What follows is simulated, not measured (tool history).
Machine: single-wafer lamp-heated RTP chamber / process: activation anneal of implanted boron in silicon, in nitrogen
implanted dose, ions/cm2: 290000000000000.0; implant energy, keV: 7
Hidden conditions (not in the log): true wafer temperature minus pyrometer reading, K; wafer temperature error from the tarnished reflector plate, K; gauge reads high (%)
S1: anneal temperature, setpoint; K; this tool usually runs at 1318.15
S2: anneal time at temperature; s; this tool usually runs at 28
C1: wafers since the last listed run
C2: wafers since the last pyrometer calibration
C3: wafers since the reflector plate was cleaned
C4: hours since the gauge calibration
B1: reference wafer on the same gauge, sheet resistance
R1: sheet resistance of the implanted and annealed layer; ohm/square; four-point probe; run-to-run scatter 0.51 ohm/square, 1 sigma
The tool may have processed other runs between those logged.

run,day,S1,S2,C1,C2,C3,C4,B1,R1
1,0,1318.15,28,0,1479,1479,1935.7,388.02,342.04
2,1.625,1318.15,28,635,2115,2115,1974.7,387.99,341.92
3,4.083,1318.15,28,962,3077,3077,2033.7,388.01,341.03
4,5.1,1318.15,15,397,3475,3475,2058.1,388.01,344.45
5,7.208,1318.15,15,825,4300,4300,2108.7,387.99,345.65
6,10.038,1318.15,28,1107,5407,5407,2176.6,388.01,341.53
7,12.775,1318.15,28,1071,6479,6479,2242.3,388,342.19
# day 14.504: pyrometer window cleaned and pyrometer calibrated
8,14.621,1318.15,28,591,45,7071,2286.6,388.05,340.81
9,17.321,1318.15,28,1056,1101,8127,2351.4,387.83,340.51
# day 19.292: reflector plate cleaned
10,20.204,1341.15,28,998,2099,357,2420.6,388.07,338.84
11,22.192,1341.15,28,777,2877,1135,2468.3,388.09,338.75
12,24.704,1341.15,28,983,3861,2118,2528.6,388.17,338.6
# day 24.912: gauge calibrated
13,26.654,1318.15,28,763,4624,2881,41.8,388.02,341.19
14,29.479,1318.15,28,1105,5730,3987,109.6,388.08,341.82
15,31.688,1335.15,12,864,6594,4851,162.6,387.99,345.07
# day 33.867: pyrometer window cleaned and pyrometer calibrated
16,33.888,1318.15,28,730,8,5582,215.4,388.1,341
17,35.421,1318.15,28,600,609,6182,252.2,387.99,341.86
18,38.3,1299.15,43,1126,1735,7309,321.3,387.97,340.42
19,41.133,1344.15,14,1108,2844,8418,389.3,388.02,343.33
# day 42.442: reflector plate cleaned
20,43.046,1318.15,28,618,3462,236,435.2,387.89,341.47
21,45.308,1334.15,28,885,4348,1121,489.5,388.04,338.28
22,47.962,1318.15,36,1038,5387,2160,553.2,387.97,339.7
23,49.129,1318.15,39,456,5843,2617,581.2,388.13,338.41
24,52.046,1295.15,13,1141,6985,3758,651.2,388.02,347.83
# day 55.533: pyrometer window cleaned and pyrometer calibrated
25,55.796,1318.15,35,1337,102,5095,741.2,388.06,339.61
26,56.871,1327.15,19,420,523,5516,767,387.97,342.66
27,58.521,1318.15,37,645,1169,6162,806.6,387.94,338.29
28,60.046,1298.15,39,596,1766,6759,843.2,388,341.33
29,62.117,1304.15,15,810,2576,7569,892.9,388.12,346.02
30,63.217,1318.15,28,430,3007,8000,919.3,388,341.23
31,65.762,1345.15,21,996,4003,8996,980.4,388.05,339.41
32,66.983,1318.15,14,477,4481,9474,1009.7,388.06,345.54
33,69.062,1318.15,12,813,5295,10288,1059.6,388.01,346.4
# day 71.033: reflector plate cleaned
34,71.054,1343.15,28,649,5944,8,1107.4,388.06,338.1
35,72.046,1307.15,28,388,6332,397,1131.2,387.93,342.63
# day 75.604: pyrometer window cleaned and pyrometer calibrated
36,79.671,1290.15,12,2853,1591,3250,1314.2,388.04,347.91

What the log doesn't show, run by run:
true wafer temperature minus pyrometer reading, K: 0, the same for each run
wafer temperature error from the tarnished reflector plate, K: 0, the same for each run
gauge reads high (%): 0, the same for each run
